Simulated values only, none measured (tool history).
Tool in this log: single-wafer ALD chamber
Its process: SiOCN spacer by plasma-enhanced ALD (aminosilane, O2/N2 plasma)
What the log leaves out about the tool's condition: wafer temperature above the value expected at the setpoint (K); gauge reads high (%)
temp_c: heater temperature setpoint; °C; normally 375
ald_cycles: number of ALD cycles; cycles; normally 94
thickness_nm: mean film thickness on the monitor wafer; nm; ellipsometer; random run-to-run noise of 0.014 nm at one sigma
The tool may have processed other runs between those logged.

run   hour  temp_c  ald_cycles  wafers since the last listed run  hours since the last thermocouple change  hours since the gauge calibration  read-back reference wafer on the same gauge, thickness_nm  thickness_nm
  1      0     375          94                                 0                                    1609.3                                195                                                      4.645          5.68
  2   15.3     375          94                                31                                    1624.6                              210.3                                                      4.644         5.662
  3   27.1     375          94                                24                                    1636.4                              222.1                                                      4.652         5.683
  4   40.5     375          94                                27                                    1649.8                              235.5                                                      4.653         5.691
      45.7  -- gauge calibrated
  5   48.8     375          94                                17                                    1658.1                                3.1                                                      4.613         5.643
  6   61.7     382          94                                26                                      1671                                 16                                                      4.615         5.675
  7   73.1     382          94                                23                                    1682.4                               27.4                                                      4.613         5.634
  8   87.8     375          94                                30                                    1697.1                               42.1                                                      4.611         5.659
  9  101.7     375          94                                28                                      1711                                 56                                                      4.612         5.648
 10  130.9     375          94                                60                                    1740.2                               85.2                                                      4.616         5.663
 11  145.4     365          94                                29                                    1754.7                               99.7                                                      4.624         5.645
 12  155.9     375         108                                21                                    1765.2                              110.2                                                      4.623         6.494
 13  165.4     375         108                                19                                    1774.7                              119.7                                                      4.621         6.494
 14  178.8     375         108                                27                                    1788.1                              133.1                                                      4.626          6.52
 15  191.6     375          94                                26                                    1800.9                              145.9                                                      4.631         5.632
 16  206.2     375          94                                30                                    1815.5                              160.5                                                      4.631         5.698
 17  216.4     375          94                                20                                    1825.7                              170.7                                                       4.63         5.639
 18  231.3     386          94                                30                                    1840.6                              185.6                                                      4.633         5.687
 19  243.3     386          94                                24                                    1852.6                              197.6                                                       4.64         5.685
 20  253.8     375         103                                21                                    1863.1                              208.1                                                      4.636         6.228
 21  271.4     375          87                                36                                    1880.7                              225.7                                                      4.641         5.245
     287.2  -- gauge calibrated
     288.7  -- thermocouple changed; heater temperature recalibrated
 22  289.2     375         107                                20                                       0.5                                  2                                                       4.63          6.43
 23  296.6     375          94                                15                                       7.9                                9.4                                                       4.63         5.655
 24  309.7     369          79                                26                                        21                               22.5                                                      4.629         4.767
 25  326.6     375          94                                34                                      37.9                               39.4                                                      4.636         5.679
 26  333.9     360          94                                15                                      45.2                               46.7                                                      4.634         5.669
 27  341.3     375          86                                15                                      52.6                               54.1                                                      4.628         5.174
 28    350     381          83                                17                                      61.3                               62.8                                                      4.633         4.987
 29  357.6     375          94                                15                                      68.9                               70.4                                                      4.634         5.669
 30  368.6     375          80                                22                                      79.9                               81.4                                                       4.63         4.849
 31    377     387          94                                17                                      88.3                               89.8                                                       4.63         5.702
 32  423.1     369         101                                94                                     134.4                              135.9                                                      4.639         6.119
 33  472.2     375          94                               100                                     183.5                                185                                                      4.652         5.695
 34  479.5     370         106                                15                                     190.8                              192.3                                                      4.646         6.415
 35    491     375          94                                23                                     202.3                              203.8                                                      4.656          5.69
 36  499.9     370          82                                18                                     211.2                              212.7                                                       4.65         4.976
 37    509     369         106                                18                                     220.3                              221.8                                                      4.657         6.455
 38  517.7     369         103                                17                                       229                              230.5                                                       4.66         6.211
 39  533.3     361          83                                32                                     244.6                              246.1                                                      4.666         5.043
 40  548.8     375          99                                31                                     260.1                              261.6                                                      4.665         6.052

Consider 5 possible next runs. They are alternatives, not a sequence: every one starts from the tool as it was left by run 40. What does each give?
  A  549.4     375          94                                 1                                     260.7                              262.2                                                          ?             ?
  B  549.4     363          94                                 1                                     260.7                              262.2                                                          ?             ?
  C  549.4     386          84                                 1                                     260.7                              262.2                                                          ?             ?
  D  549.4     368         106                                 1                                     260.7                              262.2                                                          ?             ?
  E  549.4     367          76                                 1                                     260.7                              262.2                                                          ?             ?

run  read-back reference wafer on the same gauge, thickness_nm  thickness_nm
  A                                                      4.674         5.712
  B                                                      4.674         5.712
  C                                                      4.674         5.104
  D                                                      4.674         6.441
  E                                                      4.674         4.618
What these runs would have given with no unlogged condition in the tool:
run  thickness_nm
  A          5.65
  B          5.65
  C         5.049
  D         6.371
  E         4.568
